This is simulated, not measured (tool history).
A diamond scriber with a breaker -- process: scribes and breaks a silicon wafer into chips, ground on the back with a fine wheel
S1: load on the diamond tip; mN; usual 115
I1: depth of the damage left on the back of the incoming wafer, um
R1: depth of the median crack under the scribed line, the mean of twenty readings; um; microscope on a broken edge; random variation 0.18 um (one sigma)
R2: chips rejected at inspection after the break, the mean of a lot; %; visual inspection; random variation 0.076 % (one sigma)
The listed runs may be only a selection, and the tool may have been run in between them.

run   hour   S1    I1     R1    R2
  1      0  115  2.51   7.76  7.68
  2   22.2  115  2.04   7.77  5.94
  3   43.2  105  1.87   7.28  8.83
  4   74.6  105   1.9   7.29  8.76
  5  108.4  105  2.06   7.12  8.98
     128.7  -- load on the tip recalibrated
  6  132.5  122  1.64   7.74  4.27
  7  145.5  122  2.35   8.04  5.33
  8  180.7  115  1.51   7.52  6.02
     196.6  -- diamond tip replaced by a new one
  9  210.3  145  2.71  10.87  3.11
 10  237.6  129  1.66   9.42  1.21
 11  264.5  126  1.58   9.26  1.18
 12  287.2  147  2.54   9.83  2.35
 13  301.4  115  1.53   8.57  1.99
 14  334.5   82  1.51   6.84  9.62

Run 15 is up next; what results do you expect?
 15  347.8  146  1.98   ?   ?

R1: 9.83 um
R2: 1.63 %
Take away the tool's hidden state, keep the run-to-run variation as it was, and the same run would have given R1 10.97 um, R2 3.6 %.
